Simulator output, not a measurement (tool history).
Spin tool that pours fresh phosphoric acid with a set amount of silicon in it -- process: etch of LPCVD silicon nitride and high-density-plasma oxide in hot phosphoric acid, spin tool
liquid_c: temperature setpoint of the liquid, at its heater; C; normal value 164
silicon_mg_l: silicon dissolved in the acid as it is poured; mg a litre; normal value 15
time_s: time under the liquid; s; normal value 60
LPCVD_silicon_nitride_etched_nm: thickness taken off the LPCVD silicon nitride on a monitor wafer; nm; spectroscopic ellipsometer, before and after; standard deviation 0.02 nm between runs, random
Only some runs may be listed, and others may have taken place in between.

| run | hour | liquid_c | silicon_mg_l | time_s | wafers since the last listed run | hours since the thermometer was replaced | hours since the dissolved silicon flow meter was replaced | hours since the heated supply line was repaired | hours since the gauge calibration | read-back film thickness of the LPCVD silicon nitride reference wafer, read on the same gauge (nm) | LPCVD_silicon_nitride_etched_nm |
|---|---|---|---|---|---|---|---|---|---|---|---|
| 1 | 0 | 164 | 8 | 60 | 0 | 2310.3 | 1374.4 | 1317.7 | 150.4 | 39.99 | 5.59 |
| 2 | 8.9 | 164 | 15 | 60 | 117 | 2319.2 | 1383.3 | 1326.6 | 159.3 | 40.07 | 5.57 |
| 3 | 14.9 | 164 | 15 | 60 | 79 | 2325.2 | 1389.3 | 1332.6 | 165.3 | 40.04 | 5.59 |
|  | 24.4 | gauge calibrated |
| 4 | 27.8 | 164 | 15 | 60 | 170 | 2338.1 | 1402.2 | 1345.5 | 3.4 | 40.01 | 5.58 |
| 5 | 40.9 | 164 | 8.5 | 70 | 172 | 2351.2 | 1415.3 | 1358.6 | 16.5 | 40.03 | 6.53 |
| 6 | 47.8 | 164 | 20 | 90 | 91 | 2358.1 | 1422.2 | 1365.5 | 23.4 | 40.01 | 8.42 |
|  | 49.6 | thermometer replaced |
| 7 | 57.3 | 167 | 10.5 | 35 | 112 | 7.7 | 1431.7 | 1375 | 32.9 | 40 | 3.26 |
| 8 | 72.5 | 162.5 | 6.5 | 35 | 200 | 22.9 | 1446.9 | 1390.2 | 48.1 | 40.02 | 2.81 |
| 9 | 82.4 | 164 | 19 | 50 | 130 | 32.8 | 1456.8 | 1400.1 | 58 | 40.01 | 4.22 |
| 10 | 91.8 | 164 | 15 | 60 | 124 | 42.2 | 1466.2 | 1409.5 | 67.4 | 39.99 | 5.06 |
| 11 | 99.9 | 164 | 15 | 60 | 106 | 50.3 | 1474.3 | 1417.6 | 75.5 | 40 | 5.06 |
| 12 | 117.2 | 166 | 22 | 75 | 228 | 67.6 | 1491.6 | 1434.9 | 92.8 | 39.97 | 6.75 |
| 13 | 134 | 167 | 8.5 | 70 | 221 | 84.4 | 1508.4 | 1451.7 | 109.6 | 39.97 | 6.54 |
|  | 141.9 | heated supply line repaired |
|  | 145.7 | dissolved silicon flow meter replaced |
| 14 | 172.9 | 166.5 | 22 | 25 | 487 | 123.3 | 27.2 | 31 | 148.5 | 39.97 | 2.59 |
| 15 | 187.2 | 164 | 23 | 75 | 188 | 137.6 | 41.5 | 45.3 | 162.8 | 39.99 | 7.15 |
| 16 | 200.1 | 165 | 15 | 80 | 170 | 150.5 | 54.4 | 58.2 | 175.7 | 40 | 7.86 |
| 17 | 208.1 | 164 | 3 | 75 | 105 | 158.5 | 62.4 | 66.2 | 183.7 | 39.98 | 7.16 |
|  | 218.4 | gauge calibrated |
| 18 | 225.5 | 166.5 | 25 | 50 | 229 | 175.9 | 79.8 | 83.6 | 7.1 | 39.96 | 5.18 |
| 19 | 239 | 166.5 | 15 | 60 | 178 | 189.4 | 93.3 | 97.1 | 20.6 | 39.96 | 6.19 |
| 20 | 250.8 | 164 | 15 | 60 | 155 | 201.2 | 105.1 | 108.9 | 32.4 | 40 | 5.72 |

Run-by-run hidden state of the tool:
dissolved silicon flow below the setpoint (%): 0 across all the runs
gauge reads high (%): 0 across all the runs
H1: liquid hotter than its thermometer reads (K)
H2: temperature lost on the way to the wafer (K)
| run | H1 | H2 |
|---|---|---|
| 1 | 2.8 | 3.67 |
| 2 | 2.81 | 3.69 |
| 3 | 2.81 | 3.71 |
| 4 | 2.83 | 3.74 |
| 5 | 2.85 | 3.78 |
| 6 | 2.85 | 3.8 |
| 7 | 0.0133 | 3.82 |
| 8 | 0.0314 | 3.86 |
| 9 | 0.0431 | 3.89 |
| 10 | 0.0543 | 3.92 |
| 11 | 0.0639 | 3.94 |
| 12 | 0.0844 | 3.98 |
| 13 | 0.104 | 4.03 |
| 14 | 0.15 | 0.207 |
| 15 | 0.167 | 0.245 |
| 16 | 0.183 | 0.28 |
| 17 | 0.192 | 0.301 |
| 18 | 0.213 | 0.348 |
| 19 | 0.229 | 0.384 |
| 20 | 0.243 | 0.416 |
